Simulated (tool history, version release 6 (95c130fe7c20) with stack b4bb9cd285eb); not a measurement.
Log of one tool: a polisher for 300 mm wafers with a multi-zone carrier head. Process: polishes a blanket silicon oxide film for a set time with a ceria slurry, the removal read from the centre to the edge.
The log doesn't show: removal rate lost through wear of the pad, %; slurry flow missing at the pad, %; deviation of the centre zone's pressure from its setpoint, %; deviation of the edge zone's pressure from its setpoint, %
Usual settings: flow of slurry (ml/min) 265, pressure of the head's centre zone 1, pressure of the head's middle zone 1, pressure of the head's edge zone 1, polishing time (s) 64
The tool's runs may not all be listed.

| run | hour | flow of slurry (ml/min) | pressure of the head's centre zone | pressure of the head's middle zone | pressure of the head's edge zone | polishing time (s) | wafers since the last listed run | wafers polished on this pad | hours since the slurry nozzle was cleaned | hours since the centre zone pressure was calibrated | hours since the edge zone pressure was calibrated | hours since the carrier head's membrane was replaced | incoming thickness of the incoming film, nm | film removed at the wafer's centre (Å) | film removed at mid-radius (Å) | film removed at the wafer's edge (Å) |
|---|---|---|---|---|---|---|---|---|---|---|---|---|---|---|---|---|
| 1 | 0 | 265 | 1 | 1.04 | 1 | 64 | 0 | 7 | 649.3 | 1158.6 | 269.4 | 1239.1 | 1176.9 | 2436 | 2500 | 2530 |
| 2 | 10.8 | 265 | 1 | 1.04 | 1 | 64 | 151 | 158 | 660.1 | 1169.4 | 280.2 | 1249.9 | 1164.9 | 2481 | 2506 | 2526 |
| 3 | 22.5 | 265 | 1 | 1 | 1 | 64 | 163 | 322 | 671.8 | 1181.1 | 291.9 | 1261.6 | 1178.3 | 2454 | 2497 | 2524 |
| 4 | 36.8 | 265 | 1 | 0.93 | 1 | 64 | 200 | 522 | 686.1 | 1195.4 | 306.2 | 1275.9 | 1174.1 | 2483 | 2379 | 2521 |
| 5 | 45.6 | 265 | 1 | 0.93 | 1 | 64 | 123 | 645 | 694.9 | 1204.2 | 315 | 1284.7 | 1175.4 | 2440 | 2400 | 2549 |
| 6 | 57.4 | 265 | 1 | 0.93 | 1 | 64 | 165 | 810 | 706.7 | 1216 | 326.8 | 1296.5 | 1166.7 | 2443 | 2374 | 2544 |
| 7 | 69.9 | 265 | 1 | 1 | 1 | 64 | 175 | 986 | 719.2 | 1228.5 | 339.3 | 1309 | 1182.9 | 2496 | 2430 | 2522 |
|  | 74 | worn pad replaced by a new one |
| 8 | 80.9 | 265 | 1.06 | 1 | 1 | 64 | 98 | 96 | 730.2 | 1239.5 | 350.3 | 1320 | 1175.6 | 2683 | 2464 | 2537 |
| 9 | 96.2 | 265 | 1.06 | 1 | 1 | 64 | 214 | 310 | 745.5 | 1254.8 | 365.6 | 1335.3 | 1188.2 | 2588 | 2422 | 2509 |
|  | 118.8 | edge zone pressure recalibrated |
| 10 | 122.3 | 265 | 1.06 | 1 | 1 | 64 | 337 | 648 | 771.6 | 1280.9 | 3.5 | 1361.4 | 1177.4 | 2649 | 2394 | 2547 |
| 11 | 132.2 | 265 | 1 | 1 | 1.05 | 64 | 138 | 787 | 781.5 | 1290.8 | 13.4 | 1371.3 | 1166.5 | 2467 | 2449 | 2580 |
| 12 | 149.2 | 265 | 1 | 1.04 | 1 | 64 | 238 | 1025 | 798.5 | 1307.8 | 30.4 | 1388.3 | 1170.6 | 2487 | 2485 | 2534 |
|  | 158.8 | centre zone pressure recalibrated |
| 13 | 161.9 | 265 | 1 | 1 | 0.96 | 64 | 149 | 1175 | 811.2 | 3.1 | 43.1 | 1401 | 1175.9 | 2428 | 2483 | 2480 |
|  | 169.2 | worn pad replaced by a new one |
|  | 176.9 | carrier head's membrane replaced by a new one |
| 14 | 177.4 | 205 | 1 | 1 | 1 | 45 | 91 | 45 | 826.7 | 18.6 | 58.6 | 0.5 | 1178.9 | 1698 | 1683 | 1759 |
|  | 183.3 | slurry nozzle cleaned |
| 15 | 195.3 | 235 | 1.09 | 1.11 | 1 | 49 | 236 | 281 | 12 | 36.5 | 76.5 | 18.4 | 1167.7 | 2006 | 1954 | 1894 |
| 16 | 203.4 | 295 | 1 | 1 | 1 | 64 | 113 | 395 | 20.1 | 44.6 | 84.6 | 26.5 | 1167.2 | 2489 | 2472 | 2529 |
| 17 | 219.1 | 265 | 1 | 1 | 1 | 64 | 219 | 615 | 35.8 | 60.3 | 100.3 | 42.2 | 1160.9 | 2455 | 2440 | 2507 |
| 18 | 230.8 | 265 | 1 | 1 | 1 | 64 | 163 | 779 | 47.5 | 72 | 112 | 53.9 | 1182.4 | 2524 | 2443 | 2492 |
|  | 266.6 | worn pad replaced by a new one |
| 19 | 267.1 | 265 | 1 | 1 | 1 | 64 | 452 | 7 | 83.8 | 108.3 | 148.3 | 90.2 | 1169.8 | 2447 | 2484 | 2524 |
| 20 | 273.5 | 265 | 1 | 1.11 | 1.07 | 74 | 89 | 97 | 90.2 | 114.7 | 154.7 | 96.6 | 1181.5 | 2882 | 2951 | 2987 |
| 21 | 284.5 | 265 | 1 | 1.04 | 1 | 64 | 154 | 251 | 101.2 | 125.7 | 165.7 | 107.6 | 1177.5 | 2519 | 2440 | 2520 |

The next listed run, before its measurement:
| 22 | 300.4 | 315 | 0.94 | 1 | 1 | 86 | 222 | 473 | 117.1 | 141.6 | 181.6 | 123.5 | 1179 | ? | ? | ? |

{"run 22": {"film removed at the wafer's centre (Å)": 3151, "film removed at mid-radius (Å)": 3348, "film removed at the wafer's edge (Å)": 3409}}
Without the tool's hidden state the same run would have given film removed at the wafer's centre (Å) 3151, film removed at mid-radius (Å) 3348, film removed at the wafer's edge (Å) 3409.
